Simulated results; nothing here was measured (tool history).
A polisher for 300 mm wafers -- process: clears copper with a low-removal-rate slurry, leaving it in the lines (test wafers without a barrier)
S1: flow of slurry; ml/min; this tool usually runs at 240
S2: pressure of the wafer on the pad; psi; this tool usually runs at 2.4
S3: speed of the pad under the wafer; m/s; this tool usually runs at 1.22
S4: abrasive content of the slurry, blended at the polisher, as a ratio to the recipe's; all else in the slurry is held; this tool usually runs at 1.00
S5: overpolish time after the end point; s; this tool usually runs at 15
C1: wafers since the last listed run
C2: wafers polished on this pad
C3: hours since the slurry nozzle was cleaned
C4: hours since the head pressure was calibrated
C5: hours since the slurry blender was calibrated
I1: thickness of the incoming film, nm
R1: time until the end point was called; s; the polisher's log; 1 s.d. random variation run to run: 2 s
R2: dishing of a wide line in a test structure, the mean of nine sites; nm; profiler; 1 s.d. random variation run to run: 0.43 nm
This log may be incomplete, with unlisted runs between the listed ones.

{"run": 1, "hour": 0.0, "S1": 185, "S2": 2.4, "S3": 1.22, "S4": 1.0, "S5": 15, "C1": 0, "C2": 63, "C3": 187.5, "C4": 547.2, "C5": 241.3, "I1": 319.8, "R1": 117.6, "R2": 30.9}
{"run": 2, "hour": 29.3, "S1": 185, "S2": 2.4, "S3": 1.22, "S4": 1.0, "S5": 15, "C1": 196, "C2": 259, "C3": 216.8, "C4": 576.5, "C5": 270.6, "I1": 325.3, "R1": 121.0, "R2": 30.4}
{"run": 3, "hour": 54.0, "S1": 240, "S2": 2.8, "S3": 1.22, "S4": 1.0, "S5": 15, "C1": 165, "C2": 425, "C3": 241.5, "C4": 601.2, "C5": 295.3, "I1": 322.5, "R1": 99.2, "R2": 36.5}
{"run": 4, "hour": 84.1, "S1": 240, "S2": 2.8, "S3": 1.22, "S4": 1.0, "S5": 15, "C1": 201, "C2": 626, "C3": 271.6, "C4": 631.3, "C5": 325.4, "I1": 319.8, "R1": 101.0, "R2": 34.1}
{"hour": 99.1, "done": "slurry nozzle cleaned"}
{"run": 5, "hour": 117.1, "S1": 240, "S2": 2.4, "S3": 1.22, "S4": 1.0, "S5": 15, "C1": 214, "C2": 840, "C3": 18.0, "C4": 664.3, "C5": 358.4, "I1": 324.6, "R1": 108.3, "R2": 33.7}
{"hour": 122.1, "done": "slurry blender recalibrated"}
{"hour": 146.5, "done": "worn pad replaced by a new one"}
{"run": 6, "hour": 148.6, "S1": 240, "S2": 2.4, "S3": 1.22, "S4": 1.0, "S5": 15, "C1": 170, "C2": 13, "C3": 49.5, "C4": 695.8, "C5": 26.5, "I1": 319.8, "R1": 104.8, "R2": 33.4}
{"run": 7, "hour": 165.5, "S1": 240, "S2": 2.4, "S3": 1.22, "S4": 1.0, "S5": 15, "C1": 113, "C2": 126, "C3": 66.4, "C4": 712.7, "C5": 43.4, "I1": 322.2, "R1": 108.8, "R2": 33.4}
{"run": 8, "hour": 196.3, "S1": 240, "S2": 2.4, "S3": 1.22, "S4": 1.0, "S5": 15, "C1": 206, "C2": 333, "C3": 97.2, "C4": 743.5, "C5": 74.2, "I1": 320.3, "R1": 106.9, "R2": 33.9}
{"run": 9, "hour": 218.3, "S1": 240, "S2": 2.4, "S3": 1.22, "S4": 1.0, "S5": 15, "C1": 147, "C2": 480, "C3": 119.2, "C4": 765.5, "C5": 96.2, "I1": 322.8, "R1": 109.7, "R2": 33.4}
{"run": 10, "hour": 248.5, "S1": 240, "S2": 2.4, "S3": 1.22, "S4": 1.0, "S5": 15, "C1": 202, "C2": 682, "C3": 149.4, "C4": 795.7, "C5": 126.4, "I1": 319.8, "R1": 110.4, "R2": 33.2}
{"run": 11, "hour": 261.8, "S1": 240, "S2": 2.4, "S3": 1.32, "S4": 1.0, "S5": 15, "C1": 89, "C2": 771, "C3": 162.7, "C4": 809.0, "C5": 139.7, "I1": 321.8, "R1": 101.6, "R2": 35.4}
{"hour": 312.5, "done": "worn pad replaced by a new one"}
{"run": 12, "hour": 339.3, "S1": 240, "S2": 2.4, "S3": 1.32, "S4": 1.0, "S5": 15, "C1": 491, "C2": 179, "C3": 240.2, "C4": 886.5, "C5": 217.2, "I1": 327.2, "R1": 109.5, "R2": 33.6}
{"run": 13, "hour": 353.6, "S1": 240, "S2": 2.4, "S3": 0.96, "S4": 1.0, "S5": 12, "C1": 95, "C2": 274, "C3": 254.5, "C4": 900.8, "C5": 231.5, "I1": 325.2, "R1": 152.1, "R2": 21.1}
{"run": 14, "hour": 375.6, "S1": 240, "S2": 2.4, "S3": 0.96, "S4": 1.0, "S5": 12, "C1": 147, "C2": 422, "C3": 276.5, "C4": 922.8, "C5": 253.5, "I1": 324.6, "R1": 156.7, "R2": 20.0}
{"hour": 380.1, "done": "slurry nozzle cleaned"}
{"hour": 393.5, "done": "head pressure recalibrated"}
{"run": 15, "hour": 394.8, "S1": 185, "S2": 1.7, "S3": 1.1, "S4": 0.8, "S5": 15, "C1": 108, "C2": 530, "C3": 14.7, "C4": 1.3, "C5": 272.7, "I1": 313.5, "R1": 178.0, "R2": 21.1}
{"run": 16, "hour": 412.9, "S1": 160, "S2": 2.4, "S3": 0.96, "S4": 0.9, "S5": 15, "C1": 121, "C2": 651, "C3": 32.8, "C4": 19.4, "C5": 290.8, "I1": 317.5, "R1": 148.4, "R2": 25.6}
{"run": 17, "hour": 444.5, "S1": 240, "S2": 1.9, "S3": 1.22, "S4": 1.0, "S5": 15, "C1": 211, "C2": 863, "C3": 64.4, "C4": 51.0, "C5": 322.4, "I1": 325.1, "R1": 140.5, "R2": 26.7}
{"run": 18, "hour": 464.6, "S1": 315, "S2": 2.4, "S3": 1.22, "S4": 1.0, "S5": 15, "C1": 134, "C2": 997, "C3": 84.5, "C4": 71.1, "C5": 342.5, "I1": 320.2, "R1": 105.7, "R2": 33.4}
{"hour": 476.5, "done": "slurry blender recalibrated"}
{"hour": 489.4, "done": "worn pad replaced by a new one"}
{"run": 19, "hour": 493.6, "S1": 240, "S2": 2.2, "S3": 1.22, "S4": 1.0, "S5": 15, "C1": 153, "C2": 27, "C3": 113.5, "C4": 100.1, "C5": 17.1, "I1": 321.6, "R1": 121.3, "R2": 31.2}
{"run": 20, "hour": 519.0, "S1": 240, "S2": 2.4, "S3": 1.22, "S4": 1.0, "S5": 15, "C1": 169, "C2": 197, "C3": 138.9, "C4": 125.5, "C5": 42.5, "I1": 322.7, "R1": 112.0, "R2": 33.0}
{"run": 21, "hour": 554.2, "S1": 240, "S2": 2.4, "S3": 1.22, "S4": 1.0, "S5": 15, "C1": 235, "C2": 433, "C3": 174.1, "C4": 160.7, "C5": 77.7, "I1": 320.8, "R1": 114.9, "R2": 31.9}
{"run": 22, "hour": 574.0, "S1": 240, "S2": 2.4, "S3": 1.22, "S4": 1.0, "S5": 15, "C1": 132, "C2": 566, "C3": 193.9, "C4": 180.5, "C5": 97.5, "I1": 319.8, "R1": 112.7, "R2": 32.1}
{"run": 23, "hour": 616.3, "S1": 240, "S2": 2.0, "S3": 1.22, "S4": 1.0, "S5": 23, "C1": 283, "C2": 849, "C3": 236.2, "C4": 222.8, "C5": 139.8, "I1": 317.3, "R1": 144.7, "R2": 37.8}
{"run": 24, "hour": 630.2, "S1": 310, "S2": 2.1, "S3": 1.08, "S4": 1.0, "S5": 15, "C1": 93, "C2": 942, "C3": 250.1, "C4": 236.7, "C5": 153.7, "I1": 322.7, "R1": 149.4, "R2": 25.4}
{"hour": 645.1, "done": "slurry nozzle cleaned"}
{"run": 25, "hour": 645.6, "S1": 165, "S2": 1.7, "S3": 0.84, "S4": 0.85, "S5": 15, "C1": 96, "C2": 1038, "C3": 0.5, "C4": 252.1, "C5": 169.1, "I1": 319.7, "R1": 241.4, "R2": 16.2}
{"hour": 666.1, "done": "worn pad replaced by a new one"}
{"run": 26, "hour": 666.6, "S1": 240, "S2": 2.4, "S3": 1.22, "S4": 1.0, "S5": 15, "C1": 113, "C2": 3, "C3": 21.5, "C4": 273.1, "C5": 190.1, "I1": 319.9, "R1": 107.7, "R2": 33.5}
{"run": 27, "hour": 693.0, "S1": 240, "S2": 2.7, "S3": 1.22, "S4": 0.85, "S5": 15, "C1": 176, "C2": 180, "C3": 47.9, "C4": 299.5, "C5": 216.5, "I1": 318.6, "R1": 97.6, "R2": 37.2}
{"run": 28, "hour": 718.0, "S1": 160, "S2": 2.4, "S3": 1.22, "S4": 1.0, "S5": 24, "C1": 167, "C2": 347, "C3": 72.9, "C4": 324.5, "C5": 241.5, "I1": 324.7, "R1": 119.7, "R2": 44.5}

Each row is a separate what-if for the run after 28, all from the same tool condition, not one after another. Results?
{"run": "A", "hour": 718.5, "S1": 240, "S2": 2.4, "S3": 1.22, "S4": 0.9, "S5": 15, "C1": 3, "C2": 350, "C3": 73.4, "C4": 325.0, "C5": 242.0, "I1": 320.4, "R1": "?", "R2": "?"}
{"run": "B", "hour": 718.5, "S1": 240, "S2": 2.9, "S3": 1.22, "S4": 0.7, "S5": 10, "C1": 3, "C2": 350, "C3": 73.4, "C4": 325.0, "C5": 242.0, "I1": 320.4, "R1": "?", "R2": "?"}
{"run": "C", "hour": 718.5, "S1": 200, "S2": 2.7, "S3": 1.22, "S4": 1.1, "S5": 11, "C1": 3, "C2": 350, "C3": 73.4, "C4": 325.0, "C5": 242.0, "I1": 320.4, "R1": "?", "R2": "?"}
{"run": "D", "hour": 718.5, "S1": 240, "S2": 2.4, "S3": 1.58, "S4": 1.0, "S5": 15, "C1": 3, "C2": 350, "C3": 73.4, "C4": 325.0, "C5": 242.0, "I1": 320.4, "R1": "?", "R2": "?"}

run=A R1=110.8 R2=32.6
run=B R1=96.3 R2=26.2
run=C R1=97.2 R2=28.2
run=D R1=83.8 R2=40.8
With the hidden condition removed and each run's random variation left untouched, the same runs would have given:
run=A R1=109.5 R2=32.9
run=B R1=95.1 R2=26.5
run=C R1=95.9 R2=28.5
run=D R1=82.8 R2=41.2

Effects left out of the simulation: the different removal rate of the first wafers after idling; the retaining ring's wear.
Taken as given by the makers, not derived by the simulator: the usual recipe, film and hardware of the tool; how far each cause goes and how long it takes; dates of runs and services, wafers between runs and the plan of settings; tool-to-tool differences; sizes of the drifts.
